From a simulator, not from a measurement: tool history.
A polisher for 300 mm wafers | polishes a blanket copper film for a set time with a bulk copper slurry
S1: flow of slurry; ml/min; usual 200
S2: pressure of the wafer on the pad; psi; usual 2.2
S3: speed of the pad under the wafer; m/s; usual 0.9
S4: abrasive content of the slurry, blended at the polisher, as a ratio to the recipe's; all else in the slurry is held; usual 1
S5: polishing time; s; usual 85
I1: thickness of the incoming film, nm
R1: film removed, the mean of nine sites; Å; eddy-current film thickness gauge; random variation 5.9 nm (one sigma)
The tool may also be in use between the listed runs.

| run | hour | S1 | S2 | S3 | S4 | S5 | I1 | R1 |
|---|---|---|---|---|---|---|---|---|
| 1 | 0 | 200 | 2.2 | 0.9 | 1 | 85 | 4621.4 | 4413 |
| 2 | 47.5 | 200 | 2.2 | 0.9 | 1 | 85 | 4500.3 | 4265 |
|  | 57.9 | head pressure recalibrated |
| 3 | 108.2 | 200 | 2.2 | 0.9 | 1 | 70 | 4513 | 3829 |
| 4 | 205.1 | 200 | 2.2 | 0.9 | 1 | 70 | 4489.6 | 3870 |
| 5 | 245.4 | 200 | 2.2 | 0.9 | 1 | 70 | 4589.5 | 3788 |
| 6 | 333.8 | 200 | 2.2 | 0.9 | 1 | 85 | 4503 | 4610 |
|  | 376 | slurry blender recalibrated |
| 7 | 387.7 | 200 | 2.2 | 0.9 | 1 | 85 | 4499.4 | 4539 |
|  | 456.8 | worn pad replaced by a new one |
|  | 483.4 | slurry nozzle cleaned |
| 8 | 657.9 | 200 | 2.2 | 0.9 | 1.15 | 85 | 4585 | 4716 |
| 9 | 720.1 | 200 | 2.2 | 0.9 | 1.15 | 85 | 4505.1 | 4610 |
| 10 | 766.6 | 200 | 2.2 | 0.9 | 1.15 | 85 | 4520.8 | 4585 |
|  | 869.2 | slurry blender recalibrated |
| 11 | 869.7 | 200 | 2.2 | 0.9 | 1 | 85 | 4483.5 | 4384 |
|  | 907.4 | worn pad replaced by a new one |
| 12 | 945.5 | 200 | 2.2 | 0.9 | 1 | 85 | 4487.5 | 4385 |
|  | 981.2 | head pressure recalibrated |
| 13 | 998.1 | 200 | 2.2 | 0.9 | 1 | 85 | 4538.2 | 4737 |
| 14 | 1049.5 | 200 | 2.2 | 0.9 | 1 | 85 | 4532.9 | 4809 |
| 15 | 1129.1 | 200 | 2.2 | 0.9 | 1 | 85 | 4544.9 | 4706 |
| 16 | 1220.6 | 200 | 2.2 | 1.02 | 1 | 109 | 4536 | 6711 |
| 17 | 1272.2 | 200 | 2.2 | 0.9 | 1 | 85 | 4467.3 | 4689 |
|  | 1301.9 | slurry nozzle cleaned |
|  | 1361.8 | slurry blender recalibrated |
| 18 | 1368.5 | 130 | 2.2 | 0.9 | 1.1 | 85 | 4577.2 | 4336 |
| 19 | 1415.8 | 200 | 2.2 | 0.9 | 1.25 | 85 | 4510 | 4913 |
|  | 1475.7 | worn pad replaced by a new one |
| 20 | 1523.1 | 200 | 2.2 | 0.9 | 1 | 85 | 4584.8 | 4422 |
| 21 | 1605.4 | 200 | 1.7 | 0.9 | 1 | 85 | 4603.9 | 3486 |
| 22 | 1651.2 | 200 | 2.7 | 1 | 1 | 75 | 4572.9 | 5219 |
| 23 | 1732.5 | 165 | 2.2 | 1.18 | 1 | 85 | 4553.6 | 5314 |
| 24 | 1801.6 | 175 | 2.8 | 0.9 | 1 | 85 | 4553.6 | 5553 |
|  | 1851 | slurry blender recalibrated |
|  | 1882.2 | head pressure recalibrated |
| 25 | 1893.9 | 200 | 2.2 | 0.66 | 1 | 59 | 4509.9 | 2577 |
|  | 1947.5 | worn pad replaced by a new one |
| 26 | 1951.7 | 165 | 2.2 | 0.68 | 1 | 85 | 4555.2 | 3654 |
| 27 | 2008.9 | 135 | 2.9 | 0.9 | 1 | 85 | 4497.3 | 5699 |
|  | 2072.9 | slurry nozzle cleaned |
| 28 | 2086.8 | 200 | 2.2 | 0.9 | 1 | 111 | 4501.1 | 6177 |
| 29 | 2160.2 | 200 | 1.5 | 1.04 | 1 | 59 | 4497.1 | 2484 |

The tool's hidden state at each run:
removal rate lost through wear of the pad, %: 0 in every run
slurry flow missing at the pad, %: 0 in every run
abrasive missing from the slurry, %: 0 in every run
H1: deviation of the head's pressure from its setpoint, %
| run | H1 |
|---|---|
| 1 | -7.57 |
| 2 | -8.02 |
| 3 | -0.285 |
| 4 | -1.2 |
| 5 | -1.57 |
| 6 | -2.4 |
| 7 | -2.91 |
| 8 | -5.45 |
| 9 | -6.03 |
| 10 | -6.47 |
| 11 | -7.44 |
| 12 | -8.15 |
| 13 | -0.101 |
| 14 | -0.583 |
| 15 | -1.33 |
| 16 | -2.19 |
| 17 | -2.68 |
| 18 | -3.58 |
| 19 | -4.02 |
| 20 | -5.03 |
| 21 | -5.81 |
| 22 | -6.24 |
| 23 | -7 |
| 24 | -7.65 |
| 25 | -0.251 |
| 26 | -0.794 |
| 27 | -1.33 |
| 28 | -2.06 |
| 29 | -2.75 |
